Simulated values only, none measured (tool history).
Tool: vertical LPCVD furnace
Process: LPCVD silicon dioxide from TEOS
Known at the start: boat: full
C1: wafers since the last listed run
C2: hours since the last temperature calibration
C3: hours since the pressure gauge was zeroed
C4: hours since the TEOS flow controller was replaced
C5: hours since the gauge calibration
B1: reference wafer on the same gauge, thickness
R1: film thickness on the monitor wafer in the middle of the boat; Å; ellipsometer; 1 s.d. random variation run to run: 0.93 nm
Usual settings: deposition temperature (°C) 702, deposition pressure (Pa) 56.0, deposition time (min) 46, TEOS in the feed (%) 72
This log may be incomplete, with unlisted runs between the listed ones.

{"run": 1, "hour": 0.0, "deposition temperature (°C)": 702, "deposition pressure (Pa)": 56.0, "deposition time (min)": 46, "TEOS in the feed (%)": 72, "C1": 0, "C2": 4222.6, "C3": 1850.1, "C4": 4530.5, "C5": 182.7, "B1": 502.21, "R1": 4423.2}
{"run": 2, "hour": 11.0, "deposition temperature (°C)": 709, "deposition pressure (Pa)": 56.0, "deposition time (min)": 46, "TEOS in the feed (%)": 72, "C1": 173, "C2": 4233.6, "C3": 1861.1, "C4": 4541.5, "C5": 193.7, "B1": 502.12, "R1": 5187.1}
{"run": 3, "hour": 20.4, "deposition temperature (°C)": 709, "deposition pressure (Pa)": 56.0, "deposition time (min)": 46, "TEOS in the feed (%)": 72, "C1": 148, "C2": 4243.0, "C3": 1870.5, "C4": 4550.9, "C5": 203.1, "B1": 502.0, "R1": 5196.9}
{"run": 4, "hour": 29.1, "deposition temperature (°C)": 709, "deposition pressure (Pa)": 56.0, "deposition time (min)": 46, "TEOS in the feed (%)": 72, "C1": 137, "C2": 4251.7, "C3": 1879.2, "C4": 4559.6, "C5": 211.8, "B1": 502.01, "R1": 5202.7}
{"run": 5, "hour": 36.2, "deposition temperature (°C)": 702, "deposition pressure (Pa)": 56.0, "deposition time (min)": 46, "TEOS in the feed (%)": 72, "C1": 112, "C2": 4258.8, "C3": 1886.3, "C4": 4566.7, "C5": 218.9, "B1": 501.75, "R1": 4423.7}
{"run": 6, "hour": 47.1, "deposition temperature (°C)": 702, "deposition pressure (Pa)": 56.0, "deposition time (min)": 46, "TEOS in the feed (%)": 72, "C1": 172, "C2": 4269.7, "C3": 1897.2, "C4": 4577.6, "C5": 229.8, "B1": 502.19, "R1": 4399.0}
{"hour": 76.5, "done": "TEOS flow controller replaced"}
{"hour": 81.4, "done": "pressure gauge zeroed"}
{"run": 7, "hour": 83.8, "deposition temperature (°C)": 702, "deposition pressure (Pa)": 56.0, "deposition time (min)": 46, "TEOS in the feed (%)": 72, "C1": 123, "C2": 4306.4, "C3": 2.4, "C4": 7.3, "C5": 266.5, "B1": 502.16, "R1": 4414.3}
{"run": 8, "hour": 93.0, "deposition temperature (°C)": 702, "deposition pressure (Pa)": 62.7, "deposition time (min)": 46, "TEOS in the feed (%)": 79, "C1": 145, "C2": 4315.6, "C3": 11.6, "C4": 16.5, "C5": 275.7, "B1": 502.01, "R1": 4895.3}
{"run": 9, "hour": 110.9, "deposition temperature (°C)": 702, "deposition pressure (Pa)": 56.0, "deposition time (min)": 46, "TEOS in the feed (%)": 72, "C1": 282, "C2": 4333.5, "C3": 29.5, "C4": 34.4, "C5": 293.6, "B1": 502.01, "R1": 4427.8}
{"run": 10, "hour": 119.0, "deposition temperature (°C)": 702, "deposition pressure (Pa)": 56.0, "deposition time (min)": 46, "TEOS in the feed (%)": 72, "C1": 128, "C2": 4341.6, "C3": 37.6, "C4": 42.5, "C5": 301.7, "B1": 502.0, "R1": 4425.8}
{"run": 11, "hour": 135.9, "deposition temperature (°C)": 693, "deposition pressure (Pa)": 56.0, "deposition time (min)": 46, "TEOS in the feed (%)": 72, "C1": 267, "C2": 4358.5, "C3": 54.5, "C4": 59.4, "C5": 318.6, "B1": 501.98, "R1": 3576.7}
{"run": 12, "hour": 142.5, "deposition temperature (°C)": 693, "deposition pressure (Pa)": 56.0, "deposition time (min)": 46, "TEOS in the feed (%)": 72, "C1": 104, "C2": 4365.1, "C3": 61.1, "C4": 66.0, "C5": 325.2, "B1": 501.86, "R1": 3584.7}
{"hour": 147.2, "done": "gauge calibrated"}
{"run": 13, "hour": 167.3, "deposition temperature (°C)": 693, "deposition pressure (Pa)": 56.0, "deposition time (min)": 46, "TEOS in the feed (%)": 72, "C1": 391, "C2": 4389.9, "C3": 85.9, "C4": 90.8, "C5": 20.1, "B1": 501.84, "R1": 3587.4}
{"run": 14, "hour": 175.1, "deposition temperature (°C)": 711, "deposition pressure (Pa)": 52.0, "deposition time (min)": 46, "TEOS in the feed (%)": 83, "C1": 123, "C2": 4397.7, "C3": 93.7, "C4": 98.6, "C5": 27.9, "B1": 502.0, "R1": 5600.5}
{"run": 15, "hour": 205.8, "deposition temperature (°C)": 702, "deposition pressure (Pa)": 45.3, "deposition time (min)": 46, "TEOS in the feed (%)": 66, "C1": 485, "C2": 4428.4, "C3": 124.4, "C4": 129.3, "C5": 58.6, "B1": 501.94, "R1": 3796.3}
{"hour": 230.9, "done": "thermocouples replaced and temperature profile calibrated"}
{"run": 16, "hour": 231.4, "deposition temperature (°C)": 712, "deposition pressure (Pa)": 48.7, "deposition time (min)": 30, "TEOS in the feed (%)": 84, "C1": 25, "C2": 0.5, "C3": 150.0, "C4": 154.9, "C5": 84.2, "B1": 501.78, "R1": 3652.7}
{"run": 17, "hour": 235.6, "deposition temperature (°C)": 702, "deposition pressure (Pa)": 56.0, "deposition time (min)": 46, "TEOS in the feed (%)": 64, "C1": 66, "C2": 4.7, "C3": 154.2, "C4": 159.1, "C5": 88.4, "B1": 501.82, "R1": 4165.4}

Run 18 is up next; what results do you expect?
{"run": 18, "hour": 246.4, "deposition temperature (°C)": 702, "deposition pressure (Pa)": 60.7, "deposition time (min)": 46, "TEOS in the feed (%)": 72, "C1": 170, "C2": 15.5, "C3": 165.0, "C4": 169.9, "C5": 99.2, "B1": "?", "R1": "?"}

B1: 502.18
R1: 4601.2 Å
Without the tool's hidden state the same run would have given R1 4601.2 Å.
